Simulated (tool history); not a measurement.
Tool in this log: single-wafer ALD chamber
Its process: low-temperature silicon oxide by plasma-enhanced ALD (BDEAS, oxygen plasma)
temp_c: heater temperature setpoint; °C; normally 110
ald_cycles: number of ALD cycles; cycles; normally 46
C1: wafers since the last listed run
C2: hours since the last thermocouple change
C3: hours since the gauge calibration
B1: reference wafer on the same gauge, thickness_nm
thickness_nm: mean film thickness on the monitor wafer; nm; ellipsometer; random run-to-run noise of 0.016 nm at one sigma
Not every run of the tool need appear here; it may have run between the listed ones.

{"run": 1, "hour": 0.0, "temp_c": 110, "ald_cycles": 46, "C1": 0, "C2": 2530.4, "C3": 249.1, "B1": 5.369, "thickness_nm": 6.461}
{"run": 2, "hour": 67.9, "temp_c": 110, "ald_cycles": 46, "C1": 586, "C2": 2598.3, "C3": 317.0, "B1": 5.358, "thickness_nm": 6.454}
{"run": 3, "hour": 109.9, "temp_c": 110, "ald_cycles": 46, "C1": 363, "C2": 2640.3, "C3": 359.0, "B1": 5.35, "thickness_nm": 6.443}
{"run": 4, "hour": 189.1, "temp_c": 110, "ald_cycles": 46, "C1": 684, "C2": 2719.5, "C3": 438.2, "B1": 5.345, "thickness_nm": 6.432}
{"run": 5, "hour": 254.4, "temp_c": 110, "ald_cycles": 46, "C1": 564, "C2": 2784.8, "C3": 503.5, "B1": 5.34, "thickness_nm": 6.408}
{"run": 6, "hour": 350.9, "temp_c": 110, "ald_cycles": 46, "C1": 834, "C2": 2881.3, "C3": 600.0, "B1": 5.336, "thickness_nm": 6.408}
{"run": 7, "hour": 421.4, "temp_c": 110, "ald_cycles": 46, "C1": 609, "C2": 2951.8, "C3": 670.5, "B1": 5.333, "thickness_nm": 6.436}
{"hour": 463.9, "done": "gauge calibrated"}
{"run": 8, "hour": 482.2, "temp_c": 96, "ald_cycles": 38, "C1": 525, "C2": 3012.6, "C3": 18.3, "B1": 5.439, "thickness_nm": 5.574}
{"run": 9, "hour": 555.8, "temp_c": 110, "ald_cycles": 46, "C1": 636, "C2": 3086.2, "C3": 91.9, "B1": 5.411, "thickness_nm": 6.5}
{"hour": 741.7, "done": "thermocouple changed; heater temperature recalibrated"}
{"run": 10, "hour": 864.9, "temp_c": 122, "ald_cycles": 40, "C1": 2602, "C2": 123.2, "C3": 401.0, "B1": 5.353, "thickness_nm": 5.474}
{"run": 11, "hour": 903.8, "temp_c": 110, "ald_cycles": 50, "C1": 336, "C2": 162.1, "C3": 439.9, "B1": 5.354, "thickness_nm": 6.993}
{"run": 12, "hour": 969.4, "temp_c": 110, "ald_cycles": 46, "C1": 567, "C2": 227.7, "C3": 505.5, "B1": 5.346, "thickness_nm": 6.454}
{"run": 13, "hour": 1071.7, "temp_c": 102, "ald_cycles": 39, "C1": 884, "C2": 330.0, "C3": 607.8, "B1": 5.341, "thickness_nm": 5.517}
{"run": 14, "hour": 1120.0, "temp_c": 117, "ald_cycles": 48, "C1": 417, "C2": 378.3, "C3": 656.1, "B1": 5.342, "thickness_nm": 6.62}
{"run": 15, "hour": 1175.3, "temp_c": 110, "ald_cycles": 38, "C1": 477, "C2": 433.6, "C3": 711.4, "B1": 5.341, "thickness_nm": 5.312}

Run-by-run hidden state of the tool:
wafer temperature above the value expected at the setpoint (K): 0 in every run
H1: gauge reads high (%)
run=1 H1=-1.33
run=2 H1=-1.51
run=3 H1=-1.6
run=4 H1=-1.73
run=5 H1=-1.81
run=6 H1=-1.9
run=7 H1=-1.94
run=8 H1=-0.0335
run=9 H1=-0.545
run=10 H1=-1.57
run=11 H1=-1.63
run=12 H1=-1.71
run=13 H1=-1.8
run=14 H1=-1.82
run=15 H1=-1.85
